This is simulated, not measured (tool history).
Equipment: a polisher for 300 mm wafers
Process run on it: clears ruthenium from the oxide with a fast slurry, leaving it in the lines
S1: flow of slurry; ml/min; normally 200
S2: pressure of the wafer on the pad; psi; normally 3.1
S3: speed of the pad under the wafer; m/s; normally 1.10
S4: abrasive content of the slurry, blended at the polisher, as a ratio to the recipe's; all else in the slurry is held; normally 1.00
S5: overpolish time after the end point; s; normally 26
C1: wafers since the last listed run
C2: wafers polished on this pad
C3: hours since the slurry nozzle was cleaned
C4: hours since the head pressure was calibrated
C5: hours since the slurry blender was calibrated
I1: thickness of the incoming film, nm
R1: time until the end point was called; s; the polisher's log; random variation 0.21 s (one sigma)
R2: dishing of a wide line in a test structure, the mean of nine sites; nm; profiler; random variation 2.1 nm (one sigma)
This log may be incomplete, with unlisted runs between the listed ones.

run 1 day=0.000 | S1=200 S2=3.1 S3=1.10 S4=1.15 S5=26 | C1=0 C2=3132 C3=176.6 C4=641.0 C5=430.4 | I1=149.6 | R1=20.5 R2=105.5
run 2 day=3.008 | S1=200 S2=3.1 S3=1.10 S4=1.00 S5=26 | C1=888 C2=4020 C3=248.8 C4=713.2 C5=502.6 | I1=152.3 | R1=21.8 R2=102.9
run 3 day=6.396 | S1=200 S2=3.1 S3=1.10 S4=1.00 S5=26 | C1=1000 C2=5020 C3=330.1 C4=794.5 C5=583.9 | I1=149.4 | R1=20.7 R2=103.7
-- day=6.758 head pressure recalibrated
-- day=6.762 slurry blender recalibrated
run 4 day=8.275 | S1=200 S2=3.1 S3=1.10 S4=1.00 S5=26 | C1=529 C2=5550 C3=375.2 C4=36.4 C5=36.3 | I1=149.3 | R1=23.1 R2=94.3
run 5 day=10.658 | S1=200 S2=3.1 S3=1.10 S4=0.85 S5=26 | C1=703 C2=6253 C3=432.4 C4=93.6 C5=93.5 | I1=150.9 | R1=24.4 R2=94.6
-- day=10.879 worn pad replaced by a new one
run 6 day=14.650 | S1=200 S2=3.1 S3=1.10 S4=0.85 S5=26 | C1=1129 C2=1113 C3=528.2 C4=189.4 C5=189.3 | I1=149.7 | R1=23.6 R2=92.6
run 7 day=16.500 | S1=200 S2=3.1 S3=1.10 S4=1.00 S5=26 | C1=546 C2=1660 C3=572.6 C4=233.8 C5=233.7 | I1=149.8 | R1=22.2 R2=95.7
run 8 day=18.150 | S1=200 S2=3.1 S3=1.10 S4=1.00 S5=26 | C1=487 C2=2147 C3=612.2 C4=273.4 C5=273.3 | I1=151.5 | R1=22.6 R2=102.4
-- day=19.446 slurry nozzle cleaned
run 9 day=29.012 | S1=200 S2=3.1 S3=1.10 S4=1.00 S5=26 | C1=3195 C2=5342 C3=229.6 C4=534.1 C5=534.0 | I1=151.0 | R1=21.4 R2=102.8
-- day=34.421 slurry blender recalibrated
-- day=35.912 worn pad replaced by a new one
run 10 day=40.054 | S1=200 S2=3.1 S3=1.10 S4=1.00 S5=26 | C1=3186 C2=1223 C3=494.6 C4=799.1 C5=135.2 | I1=149.6 | R1=20.7 R2=103.3
-- day=41.992 slurry nozzle cleaned
-- day=44.188 head pressure recalibrated
run 11 day=44.483 | S1=200 S2=3.1 S3=1.10 S4=1.00 S5=26 | C1=1270 C2=2494 C3=59.8 C4=7.1 C5=241.5 | I1=150.0 | R1=23.2 R2=96.1
run 12 day=48.208 | S1=200 S2=3.1 S3=1.10 S4=1.00 S5=26 | C1=1099 C2=3594 C3=149.2 C4=96.5 C5=330.9 | I1=147.3 | R1=22.3 R2=97.1
run 13 day=51.579 | S1=200 S2=3.1 S3=1.10 S4=1.00 S5=26 | C1=995 C2=4589 C3=230.1 C4=177.4 C5=411.8 | I1=148.9 | R1=21.9 R2=96.6
run 14 day=55.812 | S1=200 S2=2.8 S3=1.24 S4=0.90 S5=40 | C1=1250 C2=5840 C3=331.7 C4=279.0 C5=513.4 | I1=150.5 | R1=22.5 R2=134.5
-- day=58.238 worn pad replaced by a new one
run 15 day=59.138 | S1=200 S2=3.1 S3=1.10 S4=1.00 S5=26 | C1=932 C2=265 C3=411.5 C4=358.8 C5=593.2 | I1=148.4 | R1=21.4 R2=96.9
-- day=59.433 slurry blender recalibrated
run 16 day=61.188 | S1=200 S2=3.1 S3=1.30 S4=1.00 S5=26 | C1=580 C2=846 C3=460.7 C4=408.0 C5=42.1 | I1=149.6 | R1=18.0 R2=115.9
-- day=63.396 slurry nozzle cleaned
run 17 day=64.792 | S1=200 S2=3.1 S3=1.10 S4=1.00 S5=26 | C1=1051 C2=1898 C3=33.5 C4=494.5 C5=128.6 | I1=150.3 | R1=21.5 R2=99.4
run 18 day=67.779 | S1=200 S2=3.1 S3=1.10 S4=1.00 S5=26 | C1=882 C2=2780 C3=105.2 C4=566.2 C5=200.3 | I1=150.1 | R1=21.4 R2=109.2
run 19 day=69.600 | S1=200 S2=3.1 S3=1.10 S4=1.00 S5=39 | C1=537 C2=3318 C3=148.9 C4=609.9 C5=244.0 | I1=152.4 | R1=21.4 R2=131.0
run 20 day=73.304 | S1=200 S2=3.1 S3=1.36 S4=1.30 S5=42 | C1=1093 C2=4412 C3=237.8 C4=698.8 C5=332.9 | I1=149.4 | R1=15.6 R2=157.1
-- day=73.479 head pressure recalibrated
run 21 day=75.492 | S1=200 S2=3.1 S3=1.10 S4=1.00 S5=26 | C1=621 C2=5033 C3=290.3 C4=48.3 C5=385.4 | I1=149.7 | R1=23.4 R2=96.6
run 22 day=78.388 | S1=200 S2=2.3 S3=1.26 S4=1.20 S5=21 | C1=855 C2=5888 C3=359.8 C4=117.8 C5=454.9 | I1=149.6 | R1=25.9 R2=78.6
run 23 day=81.392 | S1=200 S2=3.4 S3=1.10 S4=1.00 S5=26 | C1=887 C2=6775 C3=431.9 C4=189.9 C5=527.0 | I1=150.4 | R1=20.9 R2=104.1
-- day=84.204 worn pad replaced by a new one
run 24 day=84.225 | S1=200 S2=4.0 S3=1.10 S4=1.00 S5=34 | C1=787 C2=5 C3=499.9 C4=257.9 C5=595.0 | I1=150.2 | R1=17.8 R2=132.9
-- day=85.671 slurry blender recalibrated
run 25 day=86.725 | S1=200 S2=3.1 S3=1.10 S4=1.00 S5=26 | C1=713 C2=719 C3=559.9 C4=317.9 C5=25.3 | I1=149.5 | R1=22.8 R2=95.8
run 26 day=90.250 | S1=180 S2=3.1 S3=1.24 S4=1.20 S5=26 | C1=1040 C2=1760 C3=644.5 C4=402.5 C5=109.9 | I1=151.1 | R1=18.8 R2=116.3
-- day=91.146 slurry nozzle cleaned
run 27 day=93.125 | S1=200 S2=3.1 S3=1.10 S4=1.00 S5=26 | C1=836 C2=2597 C3=47.5 C4=471.5 C5=178.9 | I1=151.5 | R1=22.5 R2=98.8
run 28 day=105.712 | S1=200 S2=2.7 S3=1.10 S4=1.25 S5=39 | C1=3717 C2=6314 C3=349.6 C4=773.6 C5=481.0 | I1=151.8 | R1=23.0 R2=126.1
-- day=107.633 head pressure recalibrated
-- day=108.108 worn pad replaced by a new one
run 29 day=112.158 | S1=170 S2=3.1 S3=1.10 S4=1.00 S5=15 | C1=1829 C2=1196 C3=504.3 C4=108.6 C5=635.7 | I1=150.0 | R1=23.3 R2=64.4

For each entry between runs, how does the tool's hidden state at the last listed run before it compare with that at the first listed run after it?
From run 3 to run 4: head pressure recalibrated (day 6.758); slurry blender recalibrated (day 6.762)
  deviation of the head's pressure from its setpoint, %: 10.4 -> 1.17
  the result without the hidden state subtracted from the measured one, R1: -2.1 -> -0.3 s; R2: +6.6 -> +0.7 nm
From run 5 to run 6: worn pad replaced by a new one (day 10.879)
  deviation of the head's pressure from its setpoint, %: 2.05 -> 3.51
  the result without the hidden state subtracted from the measured one, R1: -0.5 -> -0.8 s; R2: +1.4 -> +2.2 nm
From run 8 to run 9: slurry nozzle cleaned (day 19.446)
  deviation of the head's pressure from its setpoint, %: 4.79 -> 8.77
  the result without the hidden state subtracted from the measured one, R1: -1.1 -> -1.8 s; R2: +3.1 -> +5.6 nm
From run 9 to run 10: slurry blender recalibrated (day 34.421); worn pad replaced by a new one (day 35.912)
  deviation of the head's pressure from its setpoint, %: 8.77 -> 12.8
  the result without the hidden state subtracted from the measured one, R1: -1.8 -> -2.7 s; R2: +5.6 -> +8.0 nm
From run 10 to run 11: slurry nozzle cleaned (day 41.992); head pressure recalibrated (day 44.188)
  deviation of the head's pressure from its setpoint, %: 12.8 -> 1.11
  the result without the hidden state subtracted from the measured one, R1: -2.7 -> -0.3 s; R2: +8.0 -> +0.7 nm
From run 14 to run 15: worn pad replaced by a new one (day 58.238)
  deviation of the head's pressure from its setpoint, %: 5.26 -> 6.48
  the result without the hidden state subtracted from the measured one, R1: -1.2 -> -1.3 s; R2: +3.7 -> +4.0 nm
From run 15 to run 16: slurry blender recalibrated (day 59.433)
  deviation of the head's pressure from its setpoint, %: 6.48 -> 7.23
  the result without the hidden state subtracted from the measured one, R1: -1.3 -> -1.3 s; R2: +4.0 -> +5.0 nm
From run 16 to run 17: slurry nozzle cleaned (day 63.396)
  deviation of the head's pressure from its setpoint, %: 7.23 -> 8.55
  the result without the hidden state subtracted from the measured one, R1: -1.3 -> -1.8 s; R2: +5.0 -> +5.3 nm
From run 20 to run 21: head pressure recalibrated (day 73.479)
  deviation of the head's pressure from its setpoint, %: 11.7 -> -0.857
  the result without the hidden state subtracted from the measured one, R1: -1.9 -> +0.2 s; R2: +6.6 -> -0.5 nm
From run 23 to run 24: worn pad replaced by a new one (day 84.204)
  deviation of the head's pressure from its setpoint, %: 1.3 -> 2.34
  the result without the hidden state subtracted from the measured one, R1: -0.3 -> -0.4 s; R2: +0.9 -> +1.6 nm
From run 24 to run 25: slurry blender recalibrated (day 85.671)
  deviation of the head's pressure from its setpoint, %: 2.34 -> 3.26
  the result without the hidden state subtracted from the measured one, R1: -0.4 -> -0.8 s; R2: +1.6 -> +2.1 nm
From run 26 to run 27: slurry nozzle cleaned (day 91.146)
  deviation of the head's pressure from its setpoint, %: 4.55 -> 5.6
  the result without the hidden state subtracted from the measured one, R1: -0.8 -> -1.2 s; R2: +3.2 -> +3.6 nm
From run 28 to run 29: head pressure recalibrated (day 107.633); worn pad replaced by a new one (day 108.108)
  deviation of the head's pressure from its setpoint, %: 10.2 -> 0.908
  the result without the hidden state subtracted from the measured one, R1: -2.3 -> -0.2 s; R2: +6.7 -> +0.5 nm
